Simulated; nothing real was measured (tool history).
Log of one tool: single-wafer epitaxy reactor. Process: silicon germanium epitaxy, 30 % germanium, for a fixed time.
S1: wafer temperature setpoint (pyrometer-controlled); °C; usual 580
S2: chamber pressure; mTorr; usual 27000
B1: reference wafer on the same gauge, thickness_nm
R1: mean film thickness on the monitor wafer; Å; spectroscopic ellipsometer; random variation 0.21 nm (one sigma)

{"run": 1, "day": 0.0, "S1": 580, "S2": 30900, "B1": 48.678, "R1": 432.2}
{"run": 2, "day": 3.192, "S1": 580, "S2": 30900, "B1": 48.576, "R1": 430.21}
{"run": 3, "day": 5.304, "S1": 580, "S2": 30900, "B1": 48.44, "R1": 432.83}
{"run": 4, "day": 9.033, "S1": 580, "S2": 24100, "B1": 48.582, "R1": 407.84}
{"run": 5, "day": 11.262, "S1": 580, "S2": 24100, "B1": 48.363, "R1": 405.6}
{"run": 6, "day": 13.892, "S1": 580, "S2": 27000, "B1": 48.483, "R1": 420.0}
{"day": 15.075, "done": "gauge calibrated"}
{"run": 7, "day": 18.2, "S1": 580, "S2": 27000, "B1": 49.577, "R1": 425.16}
{"run": 8, "day": 21.908, "S1": 580, "S2": 27000, "B1": 49.301, "R1": 425.27}
{"day": 22.479, "done": "capacitance manometer re-zeroed and calibrated"}
{"day": 22.958, "done": "showerhead replaced"}
{"run": 9, "day": 24.317, "S1": 580, "S2": 27000, "B1": 49.132, "R1": 419.08}
{"run": 10, "day": 27.383, "S1": 580, "S2": 27000, "B1": 49.054, "R1": 421.04}
{"run": 11, "day": 39.371, "S1": 580, "S2": 27000, "B1": 48.538, "R1": 419.81}
{"run": 12, "day": 42.004, "S1": 588, "S2": 27000, "B1": 48.496, "R1": 480.16}
{"run": 13, "day": 46.221, "S1": 594, "S2": 29000, "B1": 48.524, "R1": 538.73}
{"day": 47.725, "done": "gauge calibrated"}
{"run": 14, "day": 50.225, "S1": 593, "S2": 21200, "B1": 50.023, "R1": 504.81}
{"day": 51.054, "done": "pyrometer calibrated"}
{"run": 15, "day": 52.088, "S1": 580, "S2": 27000, "B1": 49.742, "R1": 427.69}
{"run": 16, "day": 56.504, "S1": 569, "S2": 31000, "B1": 49.286, "R1": 365.85}
{"run": 17, "day": 58.971, "S1": 580, "S2": 27000, "B1": 49.164, "R1": 421.52}
{"run": 18, "day": 62.35, "S1": 576, "S2": 23000, "B1": 49.078, "R1": 380.26}
{"run": 19, "day": 64.529, "S1": 580, "S2": 28900, "B1": 48.847, "R1": 429.63}
{"run": 20, "day": 68.492, "S1": 585, "S2": 27000, "B1": 48.854, "R1": 457.23}
{"run": 21, "day": 70.862, "S1": 580, "S2": 27000, "B1": 48.63, "R1": 416.3}
{"run": 22, "day": 73.504, "S1": 584, "S2": 27000, "B1": 48.622, "R1": 446.5}

Hidden state or all else? Some run-to-run changes of R1, split into what the settings, what came in and random variation would give without the hidden state, and what is left for the hidden state (with any gauge scatter that isn't in both results):
The hidden state here: wafer temperature above the value expected at the setpoint (K); true pressure above the setpoint (%); gauge reads high (%).
Run 6 -> 7: gauge calibrated. R1 +5.16 Å: hidden state +10.89, all else -5.73.
Run 13 -> 14: S1 594 -> 593, S2 29000 -> 21200, gauge calibrated. R1 -33.92 Å: hidden state +17.62, all else -51.54.
Run 14 -> 15: S1 593 -> 580, S2 21200 -> 27000, pyrometer calibrated. R1 -77.12 Å: hidden state -1.47, all else -75.65.
Run 15 -> 16: S1 580 -> 569, S2 27000 -> 31000. R1 -61.84 Å: hidden state -2.41, all else -59.43.
